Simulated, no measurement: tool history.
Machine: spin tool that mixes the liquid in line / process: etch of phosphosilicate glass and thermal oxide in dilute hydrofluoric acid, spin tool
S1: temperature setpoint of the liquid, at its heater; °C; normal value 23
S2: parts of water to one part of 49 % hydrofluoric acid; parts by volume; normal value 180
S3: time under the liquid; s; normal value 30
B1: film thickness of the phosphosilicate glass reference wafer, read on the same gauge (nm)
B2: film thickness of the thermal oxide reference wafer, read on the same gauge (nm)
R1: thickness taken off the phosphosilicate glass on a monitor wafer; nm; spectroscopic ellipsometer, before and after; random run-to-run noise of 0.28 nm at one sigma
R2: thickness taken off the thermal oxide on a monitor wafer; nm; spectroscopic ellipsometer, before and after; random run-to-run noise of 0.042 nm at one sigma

run	hour	S1	S2	S3	B1	B2	R1	R2
1	0	27	180	30	29.93	40.014	29.72	0.802
2	86.9	25.5	220	30	29.94	39.96	21.48	0.648
3	157.2	25.5	220	30	30.01	39.995	22.09	0.633
4	230.9	25.5	220	30	29.98	40.038	21.56	0.628
5	321.5	23	180	30	30.05	39.968	25.23	0.705
6	401	23	180	30	29.99	40.009	24.59	0.699
7	460.9	23	180	30	29.97	40.014	24.21	0.685
8	535.6	20	160	30	30.01	39.993	25.36	0.664
9	633.6	20	160	30	30.04	40.005	24.87	0.697
10	686.1	26	180	30	30.04	40.025	26.91	0.769
11	782.1	23	180	30	30.02	39.947	23.72	0.673
# hour 845.6: thermometer replaced
12	846.2	23	245	30	30	39.999	17.2	0.467
13	929.3	23	180	30	30.03	40.038	25.38	0.702
# hour 996: hydrofluoric acid flow meter replaced
14	1168.7	23	180	30	30.02	39.965	27.69	0.759
# hour 1182.6: gauge calibrated
15	1246.9	26.5	140	25	30.02	40.018	35.23	1.032
16	1338.9	23	180	45	30.01	40.018	40.45	1.192
17	1413.3	21.5	150	30	30.02	40.016	31.69	0.855
18	1518.1	23	105	30	30.03	39.962	50.03	1.285
19	1554.9	23	180	30	29.97	39.993	26.8	0.776
20	1652.3	26.5	110	15	29.94	40.014	26.97	0.777

Here are 4 independent what-if runs from the current tool condition. What would each one return?
A	1652.7	23	180	30	?	?	?	?
B	1652.7	25.5	95	30	?	?	?	?
C	1652.7	28	225	30	?	?	?	?
D	1652.7	23	180	15	?	?	?	?

run	B1	B2	R1	R2
A	30.06	40.024	26.61	0.746
B	30.06	40.024	61.39	1.72
C	30.06	40.024	24.32	0.681
D	30.06	40.024	13.31	0.373
With no hidden state in the tool, these same runs would have given:
run	R1	R2
A	28.81	0.807
B	66.4	1.86
C	26.29	0.736
D	14.41	0.404

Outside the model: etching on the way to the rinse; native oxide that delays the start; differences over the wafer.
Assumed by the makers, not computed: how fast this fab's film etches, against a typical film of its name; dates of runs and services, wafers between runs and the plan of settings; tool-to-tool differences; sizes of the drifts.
